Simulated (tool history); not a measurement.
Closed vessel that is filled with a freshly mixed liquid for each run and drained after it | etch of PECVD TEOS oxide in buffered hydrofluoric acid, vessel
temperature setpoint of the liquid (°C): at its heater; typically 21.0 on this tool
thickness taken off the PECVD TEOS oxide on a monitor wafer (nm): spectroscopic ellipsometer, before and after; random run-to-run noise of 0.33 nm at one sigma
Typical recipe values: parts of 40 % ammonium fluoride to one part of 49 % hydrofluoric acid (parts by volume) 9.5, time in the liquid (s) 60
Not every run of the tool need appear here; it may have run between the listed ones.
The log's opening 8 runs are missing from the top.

| run | hour | temperature setpoint of the liquid (°C) | parts of 40 % ammonium fluoride to one part of 49 % hydrofluoric acid (parts by volume) | time in the liquid (s) | wafers since the last listed run | hours since the thermometer was replaced | hours since the hydrofluoric acid flow meter was replaced | hours since the gauge calibration | read-back film thickness of the PECVD TEOS oxide reference wafer, read on the same gauge (nm) | thickness taken off the PECVD TEOS oxide on a monitor wafer (nm) |
|---|---|---|---|---|---|---|---|---|---|---|
| 9 | 541.2 | 18.5 | 9.5 | 60 | 8090 | 607.7 | 869.3 | 486.8 | 149.95 | 84.06 |
| 10 | 633.2 | 18.5 | 9.5 | 60 | 7744 | 699.7 | 961.3 | 578.8 | 150.00 | 84.81 |
| 11 | 682.1 | 21.0 | 7.0 | 70 | 4116 | 748.6 | 1010.2 | 627.7 | 149.97 | 150.81 |
| 12 | 771.9 | 21.0 | 7.0 | 70 | 7559 | 838.4 | 1100.0 | 717.5 | 150.01 | 150.52 |
| 13 | 809.8 | 19.0 | 6.5 | 60 | 3190 | 876.3 | 1137.9 | 755.4 | 149.98 | 124.39 |
| 14 | 879.6 | 19.0 | 6.5 | 60 | 5876 | 946.1 | 1207.7 | 825.2 | 150.00 | 124.28 |
| 15 | 983.7 | 17.0 | 8.0 | 35 | 8763 | 1050.2 | 1311.8 | 929.3 | 150.01 | 51.70 |
| 16 | 1040.9 | 24.5 | 9.5 | 50 | 4815 | 1107.4 | 1369.0 | 986.5 | 150.03 | 97.19 |
| 17 | 1126.1 | 23.0 | 9.5 | 60 | 7172 | 1192.6 | 1454.2 | 1071.7 | 149.98 | 107.52 |
| 18 | 1298.7 | 21.0 | 9.5 | 60 | 14530 | 1365.2 | 1626.8 | 1244.3 | 149.97 | 95.88 |
|  | 1350.2 | thermometer replaced |
| 19 | 1360.0 | 24.5 | 8.0 | 80 | 5076 | 9.8 | 1688.1 | 1305.6 | 149.99 | 176.82 |
| 20 | 1455.0 | 26.0 | 6.0 | 70 | 7997 | 104.8 | 1783.1 | 1400.6 | 149.99 | 225.74 |
|  | 1513.0 | hydrofluoric acid flow meter replaced |
|  | 1528.0 | gauge calibrated |
| 21 | 1546.2 | 17.0 | 9.5 | 60 | 7593 | 196.0 | 33.2 | 18.2 | 149.96 | 78.24 |
| 22 | 1606.8 | 18.5 | 9.5 | 60 | 5101 | 256.6 | 93.8 | 78.8 | 150.02 | 85.65 |
| 23 | 1702.4 | 21.0 | 9.5 | 60 | 8047 | 352.2 | 189.4 | 174.4 | 150.00 | 98.21 |
| 24 | 1756.0 | 21.0 | 9.5 | 60 | 4512 | 405.8 | 243.0 | 228.0 | 150.04 | 98.64 |

The next listed run, before its measurement:
| 25 | 1852.3 | 17.0 | 11.5 | 40 | 8106 | 502.1 | 339.3 | 324.3 | ? | ? |

read-back film thickness of the PECVD TEOS oxide reference wafer, read on the same gauge (nm): 149.98
thickness taken off the PECVD TEOS oxide on a monitor wafer (nm): 44.11
If the tool had no hidden condition, the same run with the same run-to-run variation would have returned thickness taken off the PECVD TEOS oxide on a monitor wafer (nm) 44.77.

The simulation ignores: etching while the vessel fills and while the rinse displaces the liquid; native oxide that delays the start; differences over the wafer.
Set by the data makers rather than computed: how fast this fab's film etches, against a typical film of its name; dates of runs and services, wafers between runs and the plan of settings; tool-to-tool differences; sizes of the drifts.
